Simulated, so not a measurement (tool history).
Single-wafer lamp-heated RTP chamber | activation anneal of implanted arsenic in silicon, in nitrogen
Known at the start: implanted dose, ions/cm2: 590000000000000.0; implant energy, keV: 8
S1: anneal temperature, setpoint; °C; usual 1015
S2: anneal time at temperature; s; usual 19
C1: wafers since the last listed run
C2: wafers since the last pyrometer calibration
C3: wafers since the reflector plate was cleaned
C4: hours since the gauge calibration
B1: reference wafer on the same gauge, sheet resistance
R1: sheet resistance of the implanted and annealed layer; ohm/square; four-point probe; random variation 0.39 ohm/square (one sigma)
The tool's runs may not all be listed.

run     day    S1  S2   C1    C2     C3     C4      B1      R1
  1   0.000  1015  19    0  4022  13047   42.2  206.00  205.04
  2   0.592  1015  19  149  4171  13196   56.4  205.94  205.62
  3   1.258  1038  19  168  4340  13365   72.4  206.04  195.40
  4   1.925  1038  19  168  4509  13534   88.4  206.12  195.94
  5   2.400  1015  19  120  4629  13654   99.8  205.97  204.38
  6   3.008  1015  19  153  4783  13808  114.4  206.10  205.11
  7   3.538  1015  19  133  4917  13942  127.1  206.06  204.64
      3.650  -- gauge calibrated
  8   4.004  1015  19  118  5035  14060    8.5  205.93  204.20
  9   5.117   985  26  281  5317  14342   35.2  206.09  210.94
 10   5.846  1015  19  184  5501  14526   52.7  206.03  203.52
 11   6.192  1015  16   87  5589  14614   61.0  205.91  206.72
      6.754  -- pyrometer window cleaned and pyrometer calibrated
 12   6.858  1041  10   84    26  14698   77.0  205.99  207.83
      7.412  -- reflector plate cleaned
 13   7.433  1015  19   61    87      5   90.8  205.98  206.76
 14   7.796   987  25   91   179     96   99.5  206.03  214.93
 15   8.512  1037  26  181   360    278  116.7  206.03  192.36
      9.342  -- gauge calibrated
 16  10.212  1040  12  430   791    708   20.9  205.99  204.54

Forecast each of these 3 alternatives for the next run:
  A  10.229   991  19   4  795  712  21.3   ?   ?
  B  10.229  1023  10   4  795  712  21.3   ?   ?
  C  10.229  1028   9   4  795  712  21.3   ?   ?

run      B1      R1
  A  205.95  217.48
  B  205.95  215.30
  C  205.95  215.16
Without the tool's hidden state the same runs would have given:
run      R1
  A  217.87
  B  215.69
  C  215.55

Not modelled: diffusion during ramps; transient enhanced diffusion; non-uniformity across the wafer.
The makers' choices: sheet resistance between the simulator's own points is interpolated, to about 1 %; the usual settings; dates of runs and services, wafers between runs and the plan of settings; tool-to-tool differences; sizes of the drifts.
